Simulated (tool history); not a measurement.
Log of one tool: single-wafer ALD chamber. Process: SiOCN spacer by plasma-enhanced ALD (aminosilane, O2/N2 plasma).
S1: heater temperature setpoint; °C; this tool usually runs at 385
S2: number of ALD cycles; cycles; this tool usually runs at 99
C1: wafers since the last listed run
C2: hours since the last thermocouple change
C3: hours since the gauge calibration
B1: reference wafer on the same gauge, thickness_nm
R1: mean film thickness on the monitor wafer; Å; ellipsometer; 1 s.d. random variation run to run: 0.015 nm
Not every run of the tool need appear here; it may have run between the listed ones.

{"run": 1, "hour": 0.0, "S1": 385, "S2": 99, "C1": 0, "C2": 2275.4, "C3": 696.7, "B1": 5.998, "R1": 60.73}
{"run": 2, "hour": 24.0, "S1": 385, "S2": 99, "C1": 75, "C2": 2299.4, "C3": 720.7, "B1": 6.001, "R1": 60.73}
{"run": 3, "hour": 50.4, "S1": 385, "S2": 99, "C1": 82, "C2": 2325.8, "C3": 747.1, "B1": 5.999, "R1": 60.73}
{"run": 4, "hour": 151.3, "S1": 385, "S2": 99, "C1": 316, "C2": 2426.7, "C3": 848.0, "B1": 6.002, "R1": 60.78}
{"run": 5, "hour": 203.8, "S1": 385, "S2": 99, "C1": 164, "C2": 2479.2, "C3": 900.5, "B1": 5.998, "R1": 60.86}
{"run": 6, "hour": 235.4, "S1": 378, "S2": 103, "C1": 99, "C2": 2510.8, "C3": 932.1, "B1": 5.997, "R1": 63.06}
{"run": 7, "hour": 263.6, "S1": 385, "S2": 93, "C1": 88, "C2": 2539.0, "C3": 960.3, "B1": 5.999, "R1": 56.96}
{"run": 8, "hour": 293.7, "S1": 385, "S2": 93, "C1": 94, "C2": 2569.1, "C3": 990.4, "B1": 6.002, "R1": 57.07}
{"run": 9, "hour": 323.0, "S1": 385, "S2": 93, "C1": 91, "C2": 2598.4, "C3": 1019.7, "B1": 6.001, "R1": 56.8}
{"run": 10, "hour": 353.4, "S1": 385, "S2": 99, "C1": 95, "C2": 2628.8, "C3": 1050.1, "B1": 5.999, "R1": 60.7}
{"run": 11, "hour": 388.0, "S1": 385, "S2": 99, "C1": 108, "C2": 2663.4, "C3": 1084.7, "B1": 6.001, "R1": 60.58}
{"run": 12, "hour": 403.3, "S1": 385, "S2": 99, "C1": 48, "C2": 2678.7, "C3": 1100.0, "B1": 6.002, "R1": 60.75}
{"hour": 435.6, "done": "gauge calibrated"}
{"hour": 438.2, "done": "thermocouple changed; heater temperature recalibrated"}
{"run": 13, "hour": 438.7, "S1": 385, "S2": 99, "C1": 85, "C2": 0.5, "C3": 3.1, "B1": 6.0, "R1": 60.44}
{"run": 14, "hour": 465.2, "S1": 373, "S2": 99, "C1": 83, "C2": 27.0, "C3": 29.6, "B1": 6.001, "R1": 60.37}
{"run": 15, "hour": 493.5, "S1": 392, "S2": 99, "C1": 88, "C2": 55.3, "C3": 57.9, "B1": 6.0, "R1": 60.65}
{"run": 16, "hour": 587.0, "S1": 392, "S2": 99, "C1": 293, "C2": 148.8, "C3": 151.4, "B1": 6.001, "R1": 60.72}
{"run": 17, "hour": 621.5, "S1": 374, "S2": 106, "C1": 108, "C2": 183.3, "C3": 185.9, "B1": 6.001, "R1": 64.89}
{"run": 18, "hour": 655.6, "S1": 397, "S2": 99, "C1": 106, "C2": 217.4, "C3": 220.0, "B1": 6.0, "R1": 60.77}
{"run": 19, "hour": 715.7, "S1": 399, "S2": 83, "C1": 188, "C2": 277.5, "C3": 280.1, "B1": 6.001, "R1": 50.91}
{"run": 20, "hour": 747.6, "S1": 393, "S2": 99, "C1": 100, "C2": 309.4, "C3": 312.0, "B1": 6.002, "R1": 60.67}
{"run": 21, "hour": 776.8, "S1": 392, "S2": 99, "C1": 91, "C2": 338.6, "C3": 341.2, "B1": 6.001, "R1": 60.45}
{"run": 22, "hour": 804.4, "S1": 396, "S2": 113, "C1": 86, "C2": 366.2, "C3": 368.8, "B1": 6.003, "R1": 69.35}
{"run": 23, "hour": 819.7, "S1": 385, "S2": 99, "C1": 48, "C2": 381.5, "C3": 384.1, "B1": 6.0, "R1": 60.5}
{"run": 24, "hour": 843.7, "S1": 372, "S2": 99, "C1": 75, "C2": 405.5, "C3": 408.1, "B1": 5.999, "R1": 60.55}
{"run": 25, "hour": 874.4, "S1": 371, "S2": 87, "C1": 96, "C2": 436.2, "C3": 438.8, "B1": 6.0, "R1": 53.32}
{"run": 26, "hour": 909.6, "S1": 385, "S2": 93, "C1": 110, "C2": 471.4, "C3": 474.0, "B1": 6.0, "R1": 57.02}
{"run": 27, "hour": 924.5, "S1": 385, "S2": 99, "C1": 46, "C2": 486.3, "C3": 488.9, "B1": 6.003, "R1": 60.75}
{"run": 28, "hour": 955.5, "S1": 391, "S2": 80, "C1": 97, "C2": 517.3, "C3": 519.9, "B1": 6.001, "R1": 49.07}
{"run": 29, "hour": 975.5, "S1": 385, "S2": 99, "C1": 62, "C2": 537.3, "C3": 539.9, "B1": 5.999, "R1": 60.61}
{"run": 30, "hour": 994.5, "S1": 377, "S2": 115, "C1": 59, "C2": 556.3, "C3": 558.9, "B1": 6.001, "R1": 70.4}
{"run": 31, "hour": 1023.9, "S1": 394, "S2": 80, "C1": 92, "C2": 585.7, "C3": 588.3, "B1": 6.001, "R1": 48.82}
{"run": 32, "hour": 1051.8, "S1": 385, "S2": 117, "C1": 87, "C2": 613.6, "C3": 616.2, "B1": 6.0, "R1": 71.62}

Forecast each of these 5 alternatives for the next run:
{"run": "A", "hour": 1052.4, "S1": 385, "S2": 99, "C1": 1, "C2": 614.2, "C3": 616.8, "B1": "?", "R1": "?"}
{"run": "B", "hour": 1052.4, "S1": 395, "S2": 99, "C1": 1, "C2": 614.2, "C3": 616.8, "B1": "?", "R1": "?"}
{"run": "C", "hour": 1052.4, "S1": 385, "S2": 112, "C1": 1, "C2": 614.2, "C3": 616.8, "B1": "?", "R1": "?"}
{"run": "D", "hour": 1052.4, "S1": 385, "S2": 113, "C1": 1, "C2": 614.2, "C3": 616.8, "B1": "?", "R1": "?"}
{"run": "E", "hour": 1052.4, "S1": 391, "S2": 90, "C1": 1, "C2": 614.2, "C3": 616.8, "B1": "?", "R1": "?"}

run=A B1=5.999 R1=60.49
run=B B1=5.999 R1=60.49
run=C B1=5.999 R1=68.44
run=D B1=5.999 R1=69.05
run=E B1=5.999 R1=54.99
Had the tool no hidden state, the same runs would have come out as:
run=A R1=60.49
run=B R1=60.49
run=C R1=68.44
run=D R1=69.05
run=E R1=54.99
